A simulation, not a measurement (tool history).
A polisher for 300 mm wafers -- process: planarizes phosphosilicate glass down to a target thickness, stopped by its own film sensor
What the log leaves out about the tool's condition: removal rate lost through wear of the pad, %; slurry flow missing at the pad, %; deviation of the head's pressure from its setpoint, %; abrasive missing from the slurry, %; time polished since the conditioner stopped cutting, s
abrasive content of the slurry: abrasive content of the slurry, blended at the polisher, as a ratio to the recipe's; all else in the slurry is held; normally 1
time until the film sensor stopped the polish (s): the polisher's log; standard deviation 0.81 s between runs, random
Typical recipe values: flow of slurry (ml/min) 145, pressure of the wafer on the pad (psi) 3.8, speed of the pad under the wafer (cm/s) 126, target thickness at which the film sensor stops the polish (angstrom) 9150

run,hour,flow of slurry (ml/min),pressure of the wafer on the pad (psi),speed of the pad under the wafer (cm/s),abrasive content of the slurry,target thickness at which the film sensor stops the polish (angstrom),wafers since the last listed run,wafers polished on this pad,hours since the slurry nozzle was cleaned,hours since the head pressure was calibrated,hours since the slurry blender was calibrated,hours since the conditioning disc was replaced,"incoming thickness of the incoming film, nm",time until the film sensor stopped the polish (s)
1,0,145,3.8,126,1,9150,0,47,510.7,760.8,180.5,60.3,1814.6,83.2
2,16.6,145,3.8,126,1,9150,209,256,527.3,777.4,197.1,76.9,1816.8,84.5
# hour 44.3: slurry blender recalibrated
3,45.1,145,3.8,126,1,9150,334,591,555.8,805.9,0.8,105.4,1801.7,86.3
# hour 65.2: worn pad replaced by a new one
4,115.4,145,3.8,126,1,9150,837,634,626.1,876.2,71.1,175.7,1796.9,85.1
# hour 117.7: conditioning disc replaced and pad reconditioned
# hour 136.1: worn pad replaced by a new one
5,136.6,145,3.8,126,1,9150,191,6,647.3,897.4,92.3,18.9,1793.3,81.6
6,147.8,145,3.8,126,1,9860,141,148,658.5,908.6,103.5,30.1,1793,74.6
7,167.3,145,3.8,126,1,9860,246,394,678,928.1,123,49.6,1845.3,82
8,181.5,145,3.8,102,0.75,9150,179,573,692.2,942.3,137.2,63.8,1811.5,118.3
# hour 201.3: worn pad replaced by a new one
9,213.4,100,2.6,158,1,11660,352,152,724.1,974.2,169.1,95.7,1798,78.3
# hour 218.3: head pressure recalibrated
# hour 223.9: slurry blender recalibrated
# hour 241.9: slurry nozzle cleaned
10,257.6,145,3.8,126,1,9150,495,647,15.7,39.3,33.7,139.9,1791.5,86.5
# hour 262: worn pad replaced by a new one
11,285.2,145,3.8,126,1,9150,298,292,43.3,66.9,61.3,167.5,1790.8,82.7
12,302.2,145,3.8,106,1,9150,214,507,60.3,83.9,78.3,184.5,1801.9,96.7
# hour 309: conditioning disc replaced and pad reconditioned
# hour 329.8: worn pad replaced by a new one
13,332.6,145,4.6,126,1,11880,308,35,90.7,114.3,108.7,23.6,1808.9,47.7
14,344.7,95,3.8,126,0.8,6390,152,188,102.8,126.4,120.8,35.7,1814.6,136.8

What if the next run were any one of these 3? Each begins from the tool's condition after run 14:
A,345.1,145,3.8,126,1,9150,5,193,103.2,126.8,121.2,36.1,1840.2,?
B,345.1,145,3.8,160,0.8,9150,5,193,103.2,126.8,121.2,36.1,1840.2,?
C,345.1,145,3.8,90,1,9150,5,193,103.2,126.8,121.2,36.1,1840.2,?

run,time until the film sensor stopped the polish (s)
A,86.1
B,80.7
C,112.7
The same runs, with their run-to-run variation unchanged, on a tool lacking any hidden condition would have given:
run,time until the film sensor stopped the polish (s)
A,84.8
B,79.5
C,111.1
